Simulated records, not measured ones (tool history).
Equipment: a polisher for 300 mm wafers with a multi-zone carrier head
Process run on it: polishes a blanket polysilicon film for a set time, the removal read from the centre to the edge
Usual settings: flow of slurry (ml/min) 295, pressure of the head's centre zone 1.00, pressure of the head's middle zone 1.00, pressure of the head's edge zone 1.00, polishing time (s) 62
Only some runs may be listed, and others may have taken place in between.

run     day  flow of slurry (ml/min)  pressure of the head's centre zone  pressure of the head's middle zone  pressure of the head's edge zone  polishing time (s)  wafers since the last listed run  wafers polished on this pad  hours since the slurry nozzle was cleaned  hours since the centre zone pressure was calibrated  hours since the edge zone pressure was calibrated  hours since the carrier head's membrane was replaced  incoming thickness of the incoming film, nm  film removed at the wafer's centre (nm)  film removed at mid-radius (nm)  film removed at the wafer's edge (nm)
  1   0.000                      355                                1.00                                1.08                              1.00                  62                                 0                          358                                       31.0                                               1405.8                                              419.2                                                 122.2                                       2073.3                                    560.4                            548.8                                  498.3
  2   0.442                      295                                1.00                                1.00                              1.00                  77                                68                          426                                       41.6                                               1416.4                                              429.8                                                 132.8                                       2137.8                                    683.0                            637.1                                  616.1
  3   1.158                      205                                1.00                                1.00                              0.94                  62                               110                          537                                       58.8                                               1433.6                                              447.0                                                 150.0                                       2089.0                                    521.5                            485.5                                  464.1
  4   1.412                      295                                1.00                                1.00                              1.00                  62                                39                          576                                       64.9                                               1439.7                                              453.1                                                 156.1                                       2097.6                                    539.1                            504.6                                  497.1
  5   1.729                      350                                1.05                                1.11                              0.93                  62                                48                          625                                       72.5                                               1447.3                                              460.7                                                 163.7                                       2079.1                                    587.7                            556.7                                  486.1
      2.000  -- worn pad replaced by a new one
      3.025  -- centre zone pressure recalibrated
  6   3.325                      240                                1.00                                1.00                              0.95                  62                               208                          192                                      110.8                                                  7.2                                              499.0                                                 202.0                                       2111.7                                    465.8                            489.8                                  473.1
  7   3.654                      295                                1.00                                1.00                              1.00                  69                                50                          243                                      118.7                                                 15.1                                              506.9                                                 209.9                                       2109.3                                    529.6                            552.4                                  547.1
      4.038  -- edge zone pressure recalibrated
  8   4.058                      195                                1.11                                1.00                              1.00                  62                                49                          292                                      128.4                                                 24.8                                                0.5                                                 219.6                                       2085.9                                    500.9                            461.9                                  465.8
  9   4.325                      195                                1.11                                1.00                              1.00                  62                                41                          333                                      134.8                                                 31.2                                                6.9                                                 226.0                                       2076.0                                    489.2                            464.5                                  464.1
 10   4.683                      335                                1.00                                1.00                              1.00                  82                                55                          389                                      143.4                                                 39.8                                               15.5                                                 234.6                                       2069.3                                    644.5                            681.4                                  659.2
 11   5.246                      295                                1.09                                0.91                              1.00                  69                                87                          476                                      156.9                                                 53.3                                               29.0                                                 248.1                                       2111.3                                    602.4                            525.6                                  548.7
 12   5.892                      295                                0.90                                1.00                              1.10                  62                                99                          576                                      172.4                                                 68.8                                               44.5                                                 263.6                                       2081.2                                    436.6                            491.5                                  504.9
 13   6.362                      295                                0.94                                1.00                              0.98                  62                                72                          649                                      183.7                                                 80.1                                               55.8                                                 274.9                                       2087.9                                    456.8                            504.4                                  487.7
 14   6.838                      365                                1.00                                1.08                              0.94                  44                                73                          722                                      195.1                                                 91.5                                               67.2                                                 286.3                                       2132.0                                    359.1                            383.7                                  348.0
      7.192  -- worn pad replaced by a new one
 15   7.558                      295                                1.00                                1.00                              1.00                  62                                85                           56                                      212.4                                                108.8                                               84.5                                                 303.6                                       2089.6                                    483.6                            490.9                                  490.9
 16   8.021                      295                                1.09                                0.95                              1.10                  62                                71                          128                                      223.5                                                119.9                                               95.6                                                 314.7                                       2131.9                                    532.6                            486.8                                  501.0
 17   8.762                      295                                1.00                                1.00                              1.00                  62                               114                          243                                      241.3                                                137.7                                              113.4                                                 332.5                                       2138.2                                    499.1                            497.9                                  489.7
 18   9.475                      295                                1.00                                1.00                              1.00                  62                               110                          353                                      258.4                                                154.8                                              130.5                                                 349.6                                       2111.3                                    491.0                            499.2                                  480.6
 19   9.758                      295                                1.00                                1.00                              1.00                  62                                43                          397                                      265.2                                                161.6                                              137.3                                                 356.4                                       2063.8                                    497.7                            492.4                                  489.8
 20  10.117                      205                                0.88                                1.00                              1.00                  42                                55                          452                                      273.8                                                170.2                                              145.9                                                 365.0                                       2080.4                                    270.1                            307.2                                  310.2
 21  10.479                      295                                1.00                                0.94                              0.96                  62                                56                          508                                      282.5                                                178.9                                              154.6                                                 373.7                                       2077.9                                    485.0                            469.9                                  479.5

List, for all runs, the conditions of the tool that the log does not record:
removal rate lost through wear of the pad, %: 0 at every run
deviation of the edge zone's pressure from its setpoint, %: 0 at every run
H1: slurry flow missing at the pad, %
H2: deviation of the centre zone's pressure from its setpoint, %
run    H1       H2
  1  7.63     11.2
  2  9.26     11.3
  3  11.8     11.3
  4  12.6     11.3
  5  13.6     11.3
  6  18.3   -0.668
  7  19.1   -0.451
  8  20.2   -0.189
  9  20.8  -0.0197
 10  21.7    0.204
 11    23    0.547
 12  24.3    0.929
 13  25.3      1.2
 14  26.2     1.46
 15  27.5     1.85
 16  28.3      2.1
 17  29.5     2.47
 18  30.5     2.82
 19  30.9     2.96
 20  31.4     3.12
 21  31.9     3.29

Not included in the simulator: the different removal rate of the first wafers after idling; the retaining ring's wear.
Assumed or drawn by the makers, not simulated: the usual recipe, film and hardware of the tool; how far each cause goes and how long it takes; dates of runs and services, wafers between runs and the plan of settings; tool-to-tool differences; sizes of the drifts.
